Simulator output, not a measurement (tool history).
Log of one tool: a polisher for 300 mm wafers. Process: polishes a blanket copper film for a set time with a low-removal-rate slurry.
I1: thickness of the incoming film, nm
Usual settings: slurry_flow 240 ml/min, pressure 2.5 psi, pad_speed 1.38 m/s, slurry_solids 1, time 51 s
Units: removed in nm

run 1 hour=0 | slurry_flow=240 pressure=2.5 pad_speed=1.38 slurry_solids=1 time=51 | I1=1360.2 | removed=199.7
run 2 hour=33.8 | slurry_flow=240 pressure=2.5 pad_speed=1.38 slurry_solids=1 time=51 | I1=1362.7 | removed=201
-- hour=61.8 worn pad replaced by a new one
run 3 hour=62.3 | slurry_flow=240 pressure=2.5 pad_speed=1.38 slurry_solids=1 time=51 | I1=1355.8 | removed=199.9
-- hour=69.2 slurry nozzle cleaned
run 4 hour=84.7 | slurry_flow=240 pressure=2.5 pad_speed=1.38 slurry_solids=1 time=51 | I1=1367.9 | removed=194.4
run 5 hour=110.4 | slurry_flow=240 pressure=2.5 pad_speed=1.38 slurry_solids=1 time=51 | I1=1353.2 | removed=197.7
run 6 hour=123.1 | slurry_flow=240 pressure=3.1 pad_speed=1.38 slurry_solids=1 time=51 | I1=1363.3 | removed=238.2
run 7 hour=138.5 | slurry_flow=300 pressure=2.5 pad_speed=1.38 slurry_solids=1 time=51 | I1=1376.6 | removed=198.5
run 8 hour=153.3 | slurry_flow=300 pressure=2.5 pad_speed=1.38 slurry_solids=1 time=51 | I1=1360.2 | removed=198.5
run 9 hour=178.9 | slurry_flow=240 pressure=2.7 pad_speed=1.38 slurry_solids=1 time=51 | I1=1355.3 | removed=203.5
run 10 hour=198.2 | slurry_flow=170 pressure=2.5 pad_speed=1.54 slurry_solids=1.1 time=42 | I1=1341.6 | removed=169.8
-- hour=204.3 worn pad replaced by a new one
-- hour=206.8 slurry blender recalibrated
run 11 hour=217.8 | slurry_flow=260 pressure=2.1 pad_speed=1.38 slurry_solids=0.75 time=62 | I1=1352.8 | removed=190.5
run 12 hour=230.1 | slurry_flow=240 pressure=2.5 pad_speed=1.38 slurry_solids=1 time=60 | I1=1380.8 | removed=233.1
run 13 hour=242.6 | slurry_flow=305 pressure=3.2 pad_speed=1.38 slurry_solids=1 time=51 | I1=1372.5 | removed=264.9
-- hour=293 slurry nozzle cleaned
-- hour=298.7 head pressure recalibrated
-- hour=334.4 worn pad replaced by a new one
run 14 hour=344.9 | slurry_flow=240 pressure=2.5 pad_speed=1.38 slurry_solids=1 time=51 | I1=1337.2 | removed=196.5
run 15 hour=371.4 | slurry_flow=240 pressure=2.5 pad_speed=1.38 slurry_solids=1.15 time=38 | I1=1368.3 | removed=148.9
run 16 hour=403.8 | slurry_flow=240 pressure=2.5 pad_speed=1.76 slurry_solids=0.9 time=57 | I1=1344.8 | removed=264.2
run 17 hour=431.1 | slurry_flow=240 pressure=2.5 pad_speed=1.38 slurry_solids=1 time=51 | I1=1354.6 | removed=189.5
-- hour=443.9 slurry blender recalibrated
-- hour=453 worn pad replaced by a new one
run 18 hour=458.6 | slurry_flow=320 pressure=2.1 pad_speed=1.38 slurry_solids=0.85 time=62 | I1=1369.8 | removed=207
-- hour=493.9 slurry nozzle cleaned
run 19 hour=494.4 | slurry_flow=240 pressure=2.5 pad_speed=1.38 slurry_solids=1 time=51 | I1=1366.2 | removed=199.1

5 ways to go on from here, each from the tool as it stands after run 19. What would each give?
run A hour=494.8 | slurry_flow=240 pressure=3 pad_speed=1.38 slurry_solids=1 time=51 | I1=1385.2 | removed=?
run B hour=494.8 | slurry_flow=240 pressure=2.3 pad_speed=1.38 slurry_solids=1 time=51 | I1=1385.2 | removed=?
run C hour=494.8 | slurry_flow=315 pressure=2.5 pad_speed=1.38 slurry_solids=1 time=51 | I1=1385.2 | removed=?
run D hour=494.8 | slurry_flow=240 pressure=3 pad_speed=1.38 slurry_solids=0.75 time=51 | I1=1385.2 | removed=?
run E hour=494.8 | slurry_flow=240 pressure=2.5 pad_speed=1.12 slurry_solids=1 time=68 | I1=1385.2 | removed=?

run=A removed=242.8
run=B removed=186.2
run=C removed=208.2
run=D removed=227.6
run=E removed=219
Without the tool's hidden state the same runs would have given:
run=A removed=246.7
run=B removed=189.1
run=C removed=211.5
run=D removed=231.1
run=E removed=222.5

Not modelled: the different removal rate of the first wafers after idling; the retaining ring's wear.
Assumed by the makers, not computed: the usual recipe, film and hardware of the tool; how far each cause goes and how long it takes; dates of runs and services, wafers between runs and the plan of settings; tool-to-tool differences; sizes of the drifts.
